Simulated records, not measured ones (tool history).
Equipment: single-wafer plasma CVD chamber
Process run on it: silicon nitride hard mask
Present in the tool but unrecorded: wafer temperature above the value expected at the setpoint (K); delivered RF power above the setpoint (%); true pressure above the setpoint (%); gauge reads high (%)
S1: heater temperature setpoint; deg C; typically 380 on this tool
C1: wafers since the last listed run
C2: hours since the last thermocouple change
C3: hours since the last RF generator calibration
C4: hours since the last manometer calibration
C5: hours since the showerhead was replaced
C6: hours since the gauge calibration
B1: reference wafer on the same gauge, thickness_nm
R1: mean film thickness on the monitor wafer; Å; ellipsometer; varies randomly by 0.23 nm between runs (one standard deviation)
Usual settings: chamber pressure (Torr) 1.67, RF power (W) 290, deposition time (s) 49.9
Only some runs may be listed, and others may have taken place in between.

run 1 hour=0 | S1=380 chamber_pressure_(Torr)=1.67 RF_power_(W)=255 deposition_time_(s)=49.9 | C1=0 C2=1724.7 C3=240.2 C4=1015.1 C5=3262.5 C6=456.6 | B1=51.162 | R1=509.44
run 2 hour=68.7 | S1=380 chamber_pressure_(Torr)=1.67 RF_power_(W)=255 deposition_time_(s)=49.9 | C1=952 C2=1793.4 C3=308.9 C4=1083.8 C5=3331.2 C6=525.3 | B1=51.13 | R1=513.03
run 3 hour=139.8 | S1=380 chamber_pressure_(Torr)=1.67 RF_power_(W)=255 deposition_time_(s)=49.9 | C1=985 C2=1864.5 C3=380 C4=1154.9 C5=3402.3 C6=596.4 | B1=51.101 | R1=510.94
-- hour=191.2 capacitance manometer re-zeroed and calibrated
-- hour=198.8 thermocouple changed; heater temperature recalibrated
run 4 hour=207.2 | S1=380 chamber_pressure_(Torr)=1.67 RF_power_(W)=290 deposition_time_(s)=49.9 | C1=717 C2=8.4 C3=447.4 C4=16 C5=3469.7 C6=663.8 | B1=51.13 | R1=540.39
run 5 hour=237.8 | S1=380 chamber_pressure_(Torr)=1.67 RF_power_(W)=290 deposition_time_(s)=49.9 | C1=424 C2=39 C3=478 C4=46.6 C5=3500.3 C6=694.4 | B1=51.138 | R1=540
run 6 hour=293.4 | S1=380 chamber_pressure_(Torr)=1.67 RF_power_(W)=290 deposition_time_(s)=49.9 | C1=770 C2=94.6 C3=533.6 C4=102.2 C5=3555.9 C6=750 | B1=51.18 | R1=535.18
run 7 hour=322.3 | S1=380 chamber_pressure_(Torr)=1.67 RF_power_(W)=290 deposition_time_(s)=49.9 | C1=400 C2=123.5 C3=562.5 C4=131.1 C5=3584.8 C6=778.9 | B1=51.086 | R1=537.7
run 8 hour=370.6 | S1=380 chamber_pressure_(Torr)=1.67 RF_power_(W)=290 deposition_time_(s)=49.9 | C1=669 C2=171.8 C3=610.8 C4=179.4 C5=3633.1 C6=827.2 | B1=51.157 | R1=536.62
run 9 hour=420.4 | S1=380 chamber_pressure_(Torr)=1.67 RF_power_(W)=290 deposition_time_(s)=49.9 | C1=690 C2=221.6 C3=660.6 C4=229.2 C5=3682.9 C6=877 | B1=51.09 | R1=536.48
run 10 hour=478.7 | S1=387 chamber_pressure_(Torr)=1.67 RF_power_(W)=290 deposition_time_(s)=55.2 | C1=808 C2=279.9 C3=718.9 C4=287.5 C5=3741.2 C6=935.3 | B1=51.124 | R1=593.61
run 11 hour=541 | S1=395 chamber_pressure_(Torr)=1.67 RF_power_(W)=275 deposition_time_(s)=53.6 | C1=863 C2=342.2 C3=781.2 C4=349.8 C5=3803.5 C6=997.6 | B1=51.148 | R1=557.14
run 12 hour=588.1 | S1=371 chamber_pressure_(Torr)=1.67 RF_power_(W)=245 deposition_time_(s)=58.8 | C1=653 C2=389.3 C3=828.3 C4=396.9 C5=3850.6 C6=1044.7 | B1=50.995 | R1=580.26
run 13 hour=688.2 | S1=380 chamber_pressure_(Torr)=1.54 RF_power_(W)=290 deposition_time_(s)=46.8 | C1=1388 C2=489.4 C3=928.4 C4=497 C5=3950.7 C6=1144.8 | B1=51.124 | R1=486.12
run 14 hour=737.4 | S1=380 chamber_pressure_(Torr)=1.99 RF_power_(W)=290 deposition_time_(s)=49.9 | C1=682 C2=538.6 C3=977.6 C4=546.2 C5=3999.9 C6=1194 | B1=51.146 | R1=573.66
-- hour=750.5 gauge calibrated
-- hour=764 showerhead replaced
run 15 hour=778 | S1=380 chamber_pressure_(Torr)=1.67 RF_power_(W)=290 deposition_time_(s)=49.9 | C1=452 C2=579.2 C3=1018.2 C4=586.8 C5=14 C6=27.5 | B1=51 | R1=534.39
run 16 hour=848 | S1=372 chamber_pressure_(Torr)=1.25 RF_power_(W)=340 deposition_time_(s)=41.9 | C1=970 C2=649.2 C3=1088.2 C4=656.8 C5=84 C6=97.5 | B1=51.131 | R1=422.39
-- hour=876.2 RF generator calibrated
run 17 hour=899.3 | S1=366 chamber_pressure_(Torr)=1.98 RF_power_(W)=290 deposition_time_(s)=40.3 | C1=600 C2=700.5 C3=23.1 C4=708.1 C5=135.3 C6=148.8 | B1=51.027 | R1=482.61
run 18 hour=951.6 | S1=380 chamber_pressure_(Torr)=1.35 RF_power_(W)=325 deposition_time_(s)=49.9 | C1=725 C2=752.8 C3=75.4 C4=760.4 C5=187.6 C6=201.1 | B1=51.125 | R1=527.43
run 19 hour=1008 | S1=380 chamber_pressure_(Torr)=1.67 RF_power_(W)=290 deposition_time_(s)=54.1 | C1=782 C2=809.2 C3=131.8 C4=816.8 C5=244 C6=257.5 | B1=51.089 | R1=597.53
run 20 hour=1040.3 | S1=388 chamber_pressure_(Torr)=1.98 RF_power_(W)=265 deposition_time_(s)=49.9 | C1=447 C2=841.5 C3=164.1 C4=849.1 C5=276.3 C6=289.8 | B1=51.123 | R1=561.69
run 21 hour=1075.8 | S1=393 chamber_pressure_(Torr)=1.97 RF_power_(W)=340 deposition_time_(s)=46.8 | C1=492 C2=877 C3=199.6 C4=884.6 C5=311.8 C6=325.3 | B1=51.126 | R1=587.21
run 22 hour=1126 | S1=390 chamber_pressure_(Torr)=1.67 RF_power_(W)=320 deposition_time_(s)=49.9 | C1=696 C2=927.2 C3=249.8 C4=934.8 C5=362 C6=375.5 | B1=51.058 | R1=570.17
run 23 hour=1192.2 | S1=391 chamber_pressure_(Torr)=2.03 RF_power_(W)=290 deposition_time_(s)=49.9 | C1=917 C2=993.4 C3=316 C4=1001 C5=428.2 C6=441.7 | B1=51.139 | R1=585.42
run 24 hour=1250.4 | S1=380 chamber_pressure_(Torr)=2.08 RF_power_(W)=290 deposition_time_(s)=44 | C1=807 C2=1051.6 C3=374.2 C4=1059.2 C5=486.4 C6=499.9 | B1=51.047 | R1=522.94
run 25 hour=1291 | S1=387 chamber_pressure_(Torr)=1.67 RF_power_(W)=290 deposition_time_(s)=55.2 | C1=562 C2=1092.2 C3=414.8 C4=1099.8 C5=527 C6=540.5 | B1=51.118 | R1=592.04
run 26 hour=1351.4 | S1=380 chamber_pressure_(Torr)=2.03 RF_power_(W)=325 deposition_time_(s)=54.7 | C1=837 C2=1152.6 C3=475.2 C4=1160.2 C5=587.4 C6=600.9 | B1=51.108 | R1=674.48
run 27 hour=1393.5 | S1=387 chamber_pressure_(Torr)=1.67 RF_power_(W)=290 deposition_time_(s)=55.2 | C1=583 C2=1194.7 C3=517.3 C4=1202.3 C5=629.5 C6=643 | B1=51.087 | R1=593.27

For run 28, what comes out?
-- hour=1418.5 capacitance manometer re-zeroed and calibrated
run 28 hour=1421 | S1=391 chamber_pressure_(Torr)=1.67 RF_power_(W)=250 deposition_time_(s)=44.3 | C1=270 C2=1222.2 C3=544.8 C4=2.5 C5=657 C6=670.5 | B1=? | R1=?

{"run 28": {"B1": 51.074, "R1": 441.38}}
Take away the tool's hidden state, keep the run-to-run variation as it was, and the same run would have given R1 457.01 Å.
